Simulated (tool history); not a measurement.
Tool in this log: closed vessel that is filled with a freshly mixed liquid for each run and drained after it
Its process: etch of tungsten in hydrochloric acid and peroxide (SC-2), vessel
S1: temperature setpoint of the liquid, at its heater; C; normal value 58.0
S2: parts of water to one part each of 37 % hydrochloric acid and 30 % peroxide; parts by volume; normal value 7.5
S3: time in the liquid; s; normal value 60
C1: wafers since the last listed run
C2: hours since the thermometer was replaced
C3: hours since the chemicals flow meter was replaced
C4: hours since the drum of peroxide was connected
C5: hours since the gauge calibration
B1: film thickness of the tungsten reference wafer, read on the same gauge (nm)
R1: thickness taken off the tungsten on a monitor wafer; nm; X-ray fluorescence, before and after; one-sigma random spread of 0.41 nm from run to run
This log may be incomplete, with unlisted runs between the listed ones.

run 1 day=0.000 | S1=58.0 S2=7.5 S3=60 | C1=0 C2=1427.3 C3=2276.7 C4=202.4 C5=422.0 | B1=130.00 | R1=38.74
run 2 day=0.433 | S1=64.0 S2=7.5 S3=75 | C1=932 C2=1437.7 C3=2287.1 C4=212.8 C5=432.4 | B1=129.99 | R1=70.85
run 3 day=0.917 | S1=64.0 S2=7.5 S3=75 | C1=1040 C2=1449.3 C3=2298.7 C4=224.4 C5=444.0 | B1=130.00 | R1=70.72
run 4 day=1.433 | S1=64.0 S2=7.5 S3=75 | C1=1111 C2=1461.7 C3=2311.1 C4=236.8 C5=456.4 | B1=129.99 | R1=71.00
-- day=1.871 thermometer replaced
run 5 day=2.171 | S1=58.0 S2=7.5 S3=60 | C1=1497 C2=7.2 C3=2328.8 C4=254.5 C5=474.1 | B1=130.01 | R1=38.62
run 6 day=2.800 | S1=58.0 S2=7.5 S3=60 | C1=1354 C2=22.3 C3=2343.9 C4=269.6 C5=489.2 | B1=130.01 | R1=39.39
run 7 day=3.188 | S1=58.0 S2=7.5 S3=60 | C1=833 C2=31.6 C3=2353.2 C4=278.9 C5=498.5 | B1=130.00 | R1=38.75
run 8 day=3.650 | S1=58.0 S2=7.5 S3=60 | C1=995 C2=42.7 C3=2364.3 C4=290.0 C5=509.6 | B1=130.04 | R1=38.87
run 9 day=4.154 | S1=65.5 S2=9.0 S3=50 | C1=1085 C2=54.8 C3=2376.4 C4=302.1 C5=521.7 | B1=129.99 | R1=44.70
-- day=4.375 new drum of peroxide connected
run 10 day=4.746 | S1=54.0 S2=4.5 S3=90 | C1=1183 C2=69.0 C3=2390.6 C4=8.9 C5=535.9 | B1=130.00 | R1=66.86
run 11 day=5.408 | S1=67.5 S2=7.5 S3=95 | C1=1425 C2=84.9 C3=2406.5 C4=24.8 C5=551.8 | B1=130.06 | R1=109.48
-- day=5.546 chemicals flow meter replaced
run 12 day=5.854 | S1=65.0 S2=5.0 S3=80 | C1=869 C2=95.6 C3=7.4 C4=35.5 C5=562.5 | B1=130.00 | R1=121.39
run 13 day=6.300 | S1=58.0 S2=7.5 S3=60 | C1=959 C2=106.3 C3=18.1 C4=46.2 C5=573.2 | B1=130.01 | R1=43.31
-- day=6.621 gauge calibrated
run 14 day=6.733 | S1=68.0 S2=5.5 S3=30 | C1=932 C2=116.7 C3=28.5 C4=56.6 C5=2.7 | B1=130.00 | R1=50.44
run 15 day=7.458 | S1=65.5 S2=7.5 S3=85 | C1=1560 C2=134.1 C3=45.9 C4=74.0 C5=20.1 | B1=130.00 | R1=96.72
run 16 day=7.912 | S1=65.0 S2=10.5 S3=30 | C1=977 C2=145.0 C3=56.8 C4=84.9 C5=31.0 | B1=130.01 | R1=25.56
run 17 day=8.604 | S1=61.0 S2=6.0 S3=50 | C1=1488 C2=161.6 C3=73.4 C4=101.5 C5=47.6 | B1=130.00 | R1=51.23
run 18 day=9.350 | S1=61.0 S2=4.0 S3=90 | C1=1605 C2=179.5 C3=91.3 C4=119.4 C5=65.5 | B1=130.04 | R1=123.13
run 19 day=10.033 | S1=61.5 S2=6.5 S3=85 | C1=1470 C2=195.9 C3=107.7 C4=135.8 C5=81.9 | B1=130.01 | R1=85.71
run 20 day=10.608 | S1=67.0 S2=10.5 S3=70 | C1=1237 C2=209.7 C3=121.5 C4=149.6 C5=95.7 | B1=130.03 | R1=65.27
run 21 day=11.046 | S1=61.0 S2=8.5 S3=30 | C1=941 C2=220.2 C3=132.0 C4=160.1 C5=106.2 | B1=129.98 | R1=23.49
run 22 day=12.538 | S1=67.5 S2=7.5 S3=95 | C1=3210 C2=256.0 C3=167.8 C4=195.9 C5=142.0 | B1=130.02 | R1=123.36
run 23 day=13.121 | S1=58.0 S2=7.5 S3=45 | C1=1255 C2=270.0 C3=181.8 C4=209.9 C5=156.0 | B1=130.01 | R1=32.18
run 24 day=13.721 | S1=62.5 S2=9.5 S3=80 | C1=1291 C2=284.4 C3=196.2 C4=224.3 C5=170.4 | B1=129.97 | R1=62.34
run 25 day=14.417 | S1=58.0 S2=7.5 S3=60 | C1=1497 C2=301.1 C3=212.9 C4=241.0 C5=187.1 | B1=129.95 | R1=42.31
run 26 day=15.421 | S1=58.0 S2=7.5 S3=60 | C1=2161 C2=325.2 C3=237.0 C4=265.1 C5=211.2 | B1=130.01 | R1=42.28
run 27 day=15.896 | S1=52.0 S2=7.5 S3=60 | C1=1022 C2=336.6 C3=248.4 C4=276.5 C5=222.6 | B1=129.98 | R1=28.91
run 28 day=16.212 | S1=61.5 S2=11.0 S3=70 | C1=681 C2=344.2 C3=256.0 C4=284.1 C5=230.2 | B1=129.94 | R1=45.22
run 29 day=16.879 | S1=61.0 S2=6.0 S3=50 | C1=1434 C2=360.2 C3=272.0 C4=300.1 C5=246.2 | B1=130.06 | R1=50.10
run 30 day=17.254 | S1=53.0 S2=5.5 S3=80 | C1=807 C2=369.2 C3=281.0 C4=309.1 C5=255.2 | B1=129.94 | R1=51.95

For each entry between runs, how does the tool's hidden state at the last listed run before it compare with that at the first listed run after it?
Between runs 4 and 5: thermometer replaced (day 1.871)
  chemicals flow below the setpoint (%): 13.4 -> 13.5
  measured result minus the result with no hidden state, R1: -8.65 -> -4.74 nm
Between runs 9 and 10: new drum of peroxide connected (day 4.375)
  chemicals flow below the setpoint (%): 13.7 -> 13.8
  measured result minus the result with no hidden state, R1: -5.83 -> -7.43 nm
Between runs 11 and 12: chemicals flow meter replaced (day 5.546)
  chemicals flow below the setpoint (%): 13.9 -> 1.06
  measured result minus the result with no hidden state, R1: -13.97 -> -0.93 nm
Between runs 13 and 14: gauge calibrated (day 6.621)
  chemicals flow below the setpoint (%): 1.12 -> 1.18
  measured result minus the result with no hidden state, R1: -0.39 -> -0.44 nm
